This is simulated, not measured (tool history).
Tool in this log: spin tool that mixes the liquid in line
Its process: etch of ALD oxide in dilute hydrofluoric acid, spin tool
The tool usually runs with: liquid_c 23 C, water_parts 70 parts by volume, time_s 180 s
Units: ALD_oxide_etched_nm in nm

run	hour	liquid_c	water_parts	time_s	wafers since the last listed run	hours since the thermometer was replaced	hours since the hydrofluoric acid flow meter was replaced	hours since the gauge calibration	read-back film thickness of the ALD oxide reference wafer, read on the same gauge (nm)	ALD_oxide_etched_nm
1	0	25	85	180	0	462.8	1125.3	312.2	50	23.64
2	84.4	25	85	180	435	547.2	1209.7	396.6	50.02	23.8
3	176	23	70	180	472	638.8	1301.3	488.2	50.04	26.75
4	225.8	23	70	180	256	688.6	1351.1	538	50.01	27.18
5	276.5	23	70	180	261	739.3	1401.8	588.7	49.96	26.7
6	379.6	23	70	180	531	842.4	1504.9	691.8	50	26.81
7	486.6	23	50	180	551	949.4	1611.9	798.8	50.01	38.12
8	530	23	50	180	223	992.8	1655.3	842.2	49.99	38.19
9	594.4	23	70	180	332	1057.2	1719.7	906.6	50	26.75
10	657.2	23	70	180	323	1120	1782.5	969.4	50.03	26.36
# hour 687.7: hydrofluoric acid flow meter replaced
11	759.3	20.5	90	225	521	1222.1	71.6	1071.5	50.02	22.36
# hour 854.3: thermometer replaced
12	950.8	18.5	40	180	982	96.5	263.1	1263	49.99	41.07
13	1028.5	19.5	70	180	400	174.2	340.8	1340.7	50.01	23.54
# hour 1078.2: gauge calibrated
14	1117.3	21.5	70	180	457	263	429.6	39.1	50.02	25.53
15	1223.1	19.5	70	180	545	368.8	535.4	144.9	49.98	23.38
16	1501.7	26.5	80	130	1436	647.4	814	423.5	49.97	19.49
17	1590.6	23	70	275	458	736.3	902.9	512.4	50.03	41.26
18	1635.4	27	70	125	231	781.1	947.7	557.2	50.02	21.82
19	1726.5	23	70	180	469	872.2	1038.8	648.3	50.02	26.08
20	1764.6	21.5	95	100	196	910.3	1076.9	686.4	50.01	9.95

Below are 4 alternative next runs, each starting from the tool's condition after run 20. Predict each:
A	1765.1	23	70	180	2	910.8	1077.4	686.9	?	?
B	1765.1	23	45	180	2	910.8	1077.4	686.9	?	?
C	1765.1	26.5	40	285	2	910.8	1077.4	686.9	?	?
D	1765.1	18.5	80	180	2	910.8	1077.4	686.9	?	?

run	read-back film thickness of the ALD oxide reference wafer, read on the same gauge (nm)	ALD_oxide_etched_nm
A	50.01	26.72
B	50.01	42.88
C	50.01	88.9
D	50.01	19.15
The same runs, with their run-to-run variation unchanged, on a tool lacking any hidden condition would have given:
run	ALD_oxide_etched_nm
A	27.72
B	44.52
C	92.23
D	19.89

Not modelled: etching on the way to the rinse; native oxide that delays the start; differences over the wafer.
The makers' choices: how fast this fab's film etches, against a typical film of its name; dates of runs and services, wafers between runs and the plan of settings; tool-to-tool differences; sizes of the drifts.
